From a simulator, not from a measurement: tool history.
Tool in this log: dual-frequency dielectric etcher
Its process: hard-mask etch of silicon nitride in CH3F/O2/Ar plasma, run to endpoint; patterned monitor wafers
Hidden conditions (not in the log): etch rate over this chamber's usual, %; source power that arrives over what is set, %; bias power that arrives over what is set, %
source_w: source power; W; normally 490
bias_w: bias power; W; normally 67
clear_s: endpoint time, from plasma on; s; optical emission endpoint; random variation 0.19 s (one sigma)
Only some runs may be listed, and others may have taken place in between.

run	hour	source_w	bias_w	wafers since the last listed run	hours since the last wet clean	hours since the last source power generator calibration	hours since the last bias power generator calibration	hours since the last upper electrode change	incoming incoming film thickness, nm	clear_s
1	0	490	67	0	440.4	3927.2	2161.9	1377.2	40.34	54.7
# hour 72.1: wet clean of the chamber
2	73.8	490	67	444	1.7	4001	2235.7	1451	40.14	52.4
3	132.2	490	67	521	60.1	4059.4	2294.1	1509.4	40.05	52.4
4	194.9	490	67	560	122.8	4122.1	2356.8	1572.1	39.94	52.6
5	284.8	490	67	803	212.7	4212	2446.7	1662	40.46	53.5
6	377.9	490	67	831	305.8	4305.1	2539.8	1755.1	40.33	53.9
7	459.4	490	67	728	387.3	4386.6	2621.3	1836.6	40.52	54.3
8	548.2	490	67	793	476.1	4475.4	2710.1	1925.4	39.69	53.6
# hour 597.5: wet clean of the chamber
9	601.2	490	67	259	3.7	4528.4	2763.1	1978.4	40.22	52.4
# hour 625.1: bias power generator calibrated
10	642.1	490	58	329	44.6	4569.3	17	2019.3	40.42	54.9
11	749.5	600	67	959	152	4676.7	124.4	2126.7	40.08	48.7
# hour 801.2: source power generator calibrated
12	802.6	580	67	438	205.1	1.4	177.5	2179.8	40.31	50.3
13	871.4	600	83	614	273.9	70.2	246.3	2248.6	40.46	46.8
14	932.6	490	67	546	335.1	131.4	307.5	2309.8	40.02	53.2
15	1017.8	610	77	761	420.3	216.6	392.7	2395	40.16	47.7
16	1074.8	490	67	509	477.3	273.6	449.7	2452	40.72	55.1
# hour 1139.2: upper electrode replaced
# hour 1170.3: wet clean of the chamber
17	1369.2	520	84	2200	198.9	568	744.1	230	39.94	48.3
18	1421.4	600	57	466	251.1	620.2	796.3	282.2	40.36	51
19	1511.6	540	58	805	341.3	710.4	886.5	372.4	40.35	53.8
20	1571.5	490	67	535	401.2	770.3	946.4	432.3	39.97	53.9

Forecast each of these 3 alternatives for the next run:
A	1571.9	490	62	3	401.6	770.7	946.8	432.7	40.31	?
B	1571.9	410	59	3	401.6	770.7	946.8	432.7	40.31	?
C	1571.9	600	56	3	401.6	770.7	946.8	432.7	40.31	?

run	clear_s
A	55.2
B	60.1
C	52.1
The same runs, with their run-to-run variation unchanged, on a tool lacking any hidden condition would have given:
run	clear_s
A	53.7
B	58.5
C	50.7
